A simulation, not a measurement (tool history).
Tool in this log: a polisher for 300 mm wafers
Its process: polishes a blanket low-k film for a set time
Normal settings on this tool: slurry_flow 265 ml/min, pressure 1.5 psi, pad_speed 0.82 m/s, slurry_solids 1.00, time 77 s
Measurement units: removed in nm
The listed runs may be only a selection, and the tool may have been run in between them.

run,hour,slurry_flow,pressure,pad_speed,slurry_solids,time,wafers since the last listed run,wafers polished on this pad,hours since the slurry nozzle was cleaned,hours since the head pressure was calibrated,hours since the slurry blender was calibrated,hours since the conditioning disc was replaced,"incoming thickness of the incoming film, nm",removed
1,0.0,265,1.5,0.82,1.00,86,0,2947,49.2,784.4,124.9,20.0,380.0,25.3
2,32.1,265,1.5,0.82,1.00,77,323,3271,81.3,816.5,157.0,52.1,373.3,22.3
3,78.6,265,1.5,0.82,1.00,77,468,3739,127.8,863.0,203.5,98.6,380.2,22.2
4,119.3,265,1.5,0.82,1.00,77,409,4149,168.5,903.7,244.2,139.3,381.0,21.7
5,157.0,265,1.5,0.82,1.00,77,379,4529,206.2,941.4,281.9,177.0,376.2,21.5
# hour 174.4: worn pad replaced by a new one
6,225.2,340,1.5,0.68,0.80,54,646,512,274.4,1009.6,350.1,245.2,379.0,13.0
7,267.2,300,1.5,0.82,1.00,77,423,935,316.4,1051.6,392.1,287.2,380.7,23.9
# hour 274.9: head pressure recalibrated
# hour 298.4: slurry blender recalibrated
8,317.7,265,1.5,0.82,1.00,77,468,1403,366.9,42.8,19.3,337.7,382.1,23.0
# hour 337.6: slurry nozzle cleaned
9,355.8,265,1.5,0.82,1.00,77,373,1777,18.2,80.9,57.4,375.8,381.2,23.4
10,400.9,265,1.5,0.68,1.25,77,454,2231,63.3,126.0,102.5,420.9,385.0,21.7
11,434.1,185,1.9,0.82,1.00,77,334,2566,96.5,159.2,135.7,454.1,378.6,26.5
# hour 444.9: conditioning disc replaced and pad reconditioned
12,466.6,175,1.2,0.82,1.25,77,307,2873,129.0,191.7,168.2,21.7,378.1,19.8
13,529.0,265,1.5,0.82,1.00,77,628,3501,191.4,254.1,230.6,84.1,386.2,22.3
14,580.8,265,1.5,0.82,1.00,77,521,4023,243.2,305.9,282.4,135.9,380.6,21.8
15,608.4,265,1.5,0.82,1.00,77,278,4301,270.8,333.5,310.0,163.5,373.3,21.8

Predict the results of run 16:
# hour 635.8: worn pad replaced by a new one
16,636.3,265,1.5,0.82,1.00,77,240,4,298.7,361.4,337.9,191.4,380.9,?

Logged for run 16: removed 24.0 nm.
Without the tool's hidden state the same run would have given removed 24.2 nm.
